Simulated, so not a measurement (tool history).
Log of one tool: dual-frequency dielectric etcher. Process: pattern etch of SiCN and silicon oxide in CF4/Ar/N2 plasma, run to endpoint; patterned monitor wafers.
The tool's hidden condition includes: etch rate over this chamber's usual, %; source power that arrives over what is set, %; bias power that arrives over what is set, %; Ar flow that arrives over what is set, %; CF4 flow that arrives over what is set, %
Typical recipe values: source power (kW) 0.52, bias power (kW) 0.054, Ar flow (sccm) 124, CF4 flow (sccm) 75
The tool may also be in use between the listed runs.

run	day	source power (kW)	bias power (kW)	Ar flow (sccm)	CF4 flow (sccm)	wafers since the last listed run	hours since the last wet clean	hours since the last source power generator calibration	hours since the last bias power generator calibration	hours since the last Ar flow controller change	hours since the last CF4 flow controller change	hours since the last upper electrode change	incoming incoming film thickness, nm	endpoint time (s)
1	0	0.52	0.054	124	75	0	348.6	2503.1	1512	5102.4	4438.1	4689	10.16	13.5
2	1.412	0.52	0.064	124	75	487	382.5	2537	1545.9	5136.3	4472	4722.9	10.18	12.9
# day 2.15: CF4 flow controller replaced
3	2.375	0.52	0.064	124	75	246	405.6	2560.1	1569	5159.4	5.4	4746	10.18	13
4	3.871	0.52	0.054	124	75	516	441.5	2596	1604.9	5195.3	41.3	4781.9	10.15	13.7
# day 4.146: Ar flow controller replaced
# day 5.417: wet clean of the chamber
5	5.438	0.52	0.054	124	75	109	0.5	2633.6	1642.5	31	78.9	4819.5	10.27	13.2
6	5.492	0.52	0.054	124	75	18	1.8	2634.9	1643.8	32.3	80.2	4820.8	10.2	13.2
# day 7.796: upper electrode replaced
7	7.817	0.52	0.054	124	75	457	57.6	2690.7	1699.6	88.1	136	0.5	10.22	13.3
8	7.829	0.52	0.054	124	75	4	57.9	2691	1699.9	88.4	136.3	0.8	10.22	13.3
9	9.096	0.47	0.065	124	89	437	88.3	2721.4	1730.3	118.8	166.7	31.2	10.24	12.8
10	10.292	0.52	0.068	124	75	412	117	2750.1	1759	147.5	195.4	59.9	10.12	12.1
11	11.35	0.59	0.064	153	94	365	142.4	2775.5	1784.4	172.9	220.8	85.3	10.21	11.9
12	12.8	0.52	0.054	124	75	500	177.2	2810.3	1819.2	207.7	255.6	120.1	10.23	13.3
13	13.871	0.52	0.054	109	61	369	202.9	2836	1844.9	233.4	281.3	145.8	10.21	13.4
14	14.462	0.52	0.047	115	75	204	217.1	2850.2	1859.1	247.6	295.5	160	10.18	13.6
15	15.208	0.52	0.06	124	75	257	235	2868.1	1877	265.5	313.4	177.9	10.17	13
# day 15.938: source power generator calibrated
16	16.2	0.52	0.043	115	62	284	258.8	6.3	1900.8	289.3	337.2	201.7	10.1	14.5
# day 17.246: bias power generator calibrated
17	17.308	0.39	0.054	110	58	325	285.4	32.9	1.5	315.9	363.8	228.3	10.21	16.4
18	19.983	0.52	0.068	124	75	923	349.6	97.1	65.7	380.1	428	292.5	10.19	12.6
19	21.462	0.42	0.054	110	75	510	385.1	132.6	101.2	415.6	463.5	328	10.15	14.9
20	22.658	0.52	0.054	104	59	412	413.8	161.3	129.9	444.3	492.2	356.7	10.06	13.4
21	23.8	0.56	0.043	110	65	394	441.2	188.7	157.3	471.7	519.6	384.1	10.29	14.1
22	24.654	0.52	0.054	124	75	294	461.7	209.2	177.8	492.2	540.1	404.6	10.18	13.7
23	25.467	0.52	0.054	124	70	280	481.2	228.7	197.3	511.7	559.6	424.1	10.16	13.8

5 options for the next run, each taken on its own from the tool as it stands now. Forecast them:
A	25.483	0.52	0.054	124	61	5	481.6	229.1	197.7	512.1	560	424.5	10.29	?
B	25.483	0.41	0.054	124	86	5	481.6	229.1	197.7	512.1	560	424.5	10.29	?
C	25.483	0.52	0.054	105	75	5	481.6	229.1	197.7	512.1	560	424.5	10.29	?
D	25.483	0.52	0.064	146	75	5	481.6	229.1	197.7	512.1	560	424.5	10.29	?
E	25.483	0.6	0.054	124	81	5	481.6	229.1	197.7	512.1	560	424.5	10.29	?

run	endpoint time (s)
A	14.5
B	15.8
C	13.6
D	13.8
E	12.7
Stripped of hidden state, with their random variation kept, the same runs would have yielded:
run	endpoint time (s)
A	13.9
B	15
C	12.9
D	13.1
E	12.1
